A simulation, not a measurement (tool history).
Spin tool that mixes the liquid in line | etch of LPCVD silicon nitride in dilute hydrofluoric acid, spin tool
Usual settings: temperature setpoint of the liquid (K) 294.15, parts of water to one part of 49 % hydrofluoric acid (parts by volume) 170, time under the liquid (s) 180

run	hour	temperature setpoint of the liquid (K)	parts of water to one part of 49 % hydrofluoric acid (parts by volume)	time under the liquid (s)	wafers since the last listed run	hours since the thermometer was replaced	hours since the hydrofluoric acid flow meter was replaced	hours since the gauge calibration	read-back film thickness of the LPCVD silicon nitride reference wafer, read on the same gauge (nm)	thickness taken off the LPCVD silicon nitride on a monitor wafer (angstrom)
1	0	294.15	220	180	0	765	1163.2	275.7	49.962	3.23
2	70.4	294.15	220	180	728	835.4	1233.6	346.1	50.043	3.52
3	143	294.15	220	180	751	908	1306.2	418.7	49.978	3.5
4	188.4	294.15	145	240	469	953.4	1351.6	464.1	50.041	6.7
5	291	294.15	170	180	1062	1056	1454.2	566.7	50.001	4.44
6	369.3	294.15	170	180	810	1134.3	1532.5	645	50.003	4.28
7	413.3	294.15	170	180	455	1178.3	1576.5	689	49.993	4.37
8	502.4	294.15	170	180	922	1267.4	1665.6	778.1	50.012	4.42
9	565.7	297.65	120	180	655	1330.7	1728.9	841.4	49.991	6.97
# hour 591.5: hydrofluoric acid flow meter replaced
10	611.1	296.15	100	215	459	1376.1	19.6	886.8	49.999	10.26
11	659.4	298.65	195	180	500	1424.4	67.9	935.1	50.024	5.34
12	746.2	294.15	170	180	898	1511.2	154.7	1021.9	50.004	4.63
13	804	294.15	170	180	598	1569	212.5	1079.7	49.998	4.42
# hour 816: thermometer replaced
# hour 846.3: gauge calibrated
14	899	292.65	170	180	973	83	307.5	52.7	50	4.33
15	1011	294.15	220	180	1159	195	419.5	164.7	49.996	3.27
16	1107.4	290.65	120	180	997	291.4	515.9	261.1	49.963	4.71
17	1153.2	295.65	170	140	474	337.2	561.7	306.9	49.999	3.65

Branching from run 17: 4 alternative next runs. What would each branch give?
A	1153.7	294.15	250	180	5	337.7	562.2	307.4	?	?
B	1153.7	291.65	170	180	5	337.7	562.2	307.4	?	?
C	1153.7	294.15	170	260	5	337.7	562.2	307.4	?	?
D	1153.7	290.15	120	235	5	337.7	562.2	307.4	?	?

run	read-back film thickness of the LPCVD silicon nitride reference wafer, read on the same gauge (nm)	thickness taken off the LPCVD silicon nitride on a monitor wafer (angstrom)
A	50.026	2.98
B	50.026	3.67
C	50.026	6.26
D	50.026	6.06
With the hidden condition removed and each run's random variation left untouched, the same runs would have given:
run	thickness taken off the LPCVD silicon nitride on a monitor wafer (angstrom)
A	2.98
B	3.67
C	6.26
D	6.06
